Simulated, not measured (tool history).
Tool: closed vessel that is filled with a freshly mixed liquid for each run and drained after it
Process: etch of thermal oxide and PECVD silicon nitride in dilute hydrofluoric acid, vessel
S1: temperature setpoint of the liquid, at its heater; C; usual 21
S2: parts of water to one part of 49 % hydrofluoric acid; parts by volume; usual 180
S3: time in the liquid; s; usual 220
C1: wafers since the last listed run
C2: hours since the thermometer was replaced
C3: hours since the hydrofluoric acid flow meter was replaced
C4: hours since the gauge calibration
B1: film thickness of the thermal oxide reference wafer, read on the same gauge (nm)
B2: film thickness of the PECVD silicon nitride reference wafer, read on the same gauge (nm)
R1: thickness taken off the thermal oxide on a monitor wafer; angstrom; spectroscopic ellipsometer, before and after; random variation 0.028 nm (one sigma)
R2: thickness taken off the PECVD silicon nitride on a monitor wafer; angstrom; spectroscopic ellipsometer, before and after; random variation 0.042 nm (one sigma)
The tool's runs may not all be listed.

run,hour,S1,S2,S3,C1,C2,C3,C4,B1,B2,R1,R2
1,0,21,180,220,0,1195.5,93.8,955.8,109.996,119.99,53.65,20.34
2,58.3,21,180,220,3560,1253.8,152.1,1014.1,110.005,119.975,53.8,20.43
3,97.4,21,215,220,2387,1292.9,191.2,1053.2,109.978,120.004,43.62,18.1
4,139.9,21,180,220,2595,1335.4,233.7,1095.7,109.993,120.007,54.63,20.63
5,197.7,21,180,220,3529,1393.2,291.5,1153.5,109.983,120.009,54.88,21.18
6,229.5,21,180,120,1942,1425,323.3,1185.3,109.984,120.015,29.76,11.8
7,276.7,23,95,275,2882,1472.2,370.5,1232.5,109.977,120.002,155.88,58.63
# hour 277.9: thermometer replaced
8,338.4,18.5,180,255,3706,60.5,432.2,1294.2,110.014,120.003,53.93,18.77
9,538.5,21,95,270,12220,260.6,632.3,1494.3,110.007,120.006,132.06,43.91
10,583.5,17,155,220,2748,305.6,677.3,1539.3,110.018,120.001,53.28,17.31
11,610.9,21,130,220,1673,333,704.7,1566.7,110.003,120.01,77.14,26.79
# hour 621.4: gauge calibrated
12,636.8,21,180,220,1581,358.9,730.6,15.4,110.009,119.99,53.18,20.02
13,668.6,23.5,105,350,1942,390.7,762.4,47.2,109.985,119.996,172.16,64.15
14,708.6,17,180,220,2442,430.7,802.4,87.2,110.019,120.014,44.71,15.17
15,758.6,21,145,220,3053,480.7,852.4,137.2,109.984,119.991,67.81,24.74
16,792.9,21,180,325,2094,515,886.7,171.5,109.995,119.996,78.88,29.68
17,821.7,21,180,305,1758,543.8,915.5,200.3,110.047,120.013,74.09,26.99
18,875.3,24.5,100,130,3273,597.4,969.1,253.9,109.96,119.991,71.23,25.21
19,916.9,23,95,220,2540,639,1010.7,295.5,110.01,120.004,121.35,43.19
20,957.9,24,180,175,2503,680,1051.7,336.5,110.014,120.009,47.59,18.86
21,990.5,21,180,220,1990,712.6,1084.3,369.1,110.02,119.986,54.33,20.69
22,1017.1,21,250,220,1624,739.2,1110.9,395.7,109.977,120.002,36.64,14.57
23,1075.2,25,110,220,3548,797.3,1169,453.8,109.977,120.013,110.26,45.65
24,1101.9,21,145,320,1630,824,1195.7,480.5,109.999,119.992,101.35,37.34
25,1156.3,21,145,220,3322,878.4,1250.1,534.9,110.017,120.013,70.39,24.8

Forecast each of these 4 alternatives for the next run:
A,1157,21,180,220,42,879.1,1250.8,535.6,?,?,?,?
B,1157,21,180,155,42,879.1,1250.8,535.6,?,?,?,?
C,1157,17,240,345,42,879.1,1250.8,535.6,?,?,?,?
D,1157,25.5,180,220,42,879.1,1250.8,535.6,?,?,?,?

run,B1,B2,R1,R2
A,109.991,119.989,54.27,20.35
B,109.991,119.989,38.23,14.34
C,109.991,119.989,51.67,18.57
D,109.991,119.989,64.21,27.09
Without the tool's hidden state the same runs would have given:
run,R1,R2
A,50.25,18.33
B,35.4,12.91
C,47.79,16.71
D,59.56,24.46
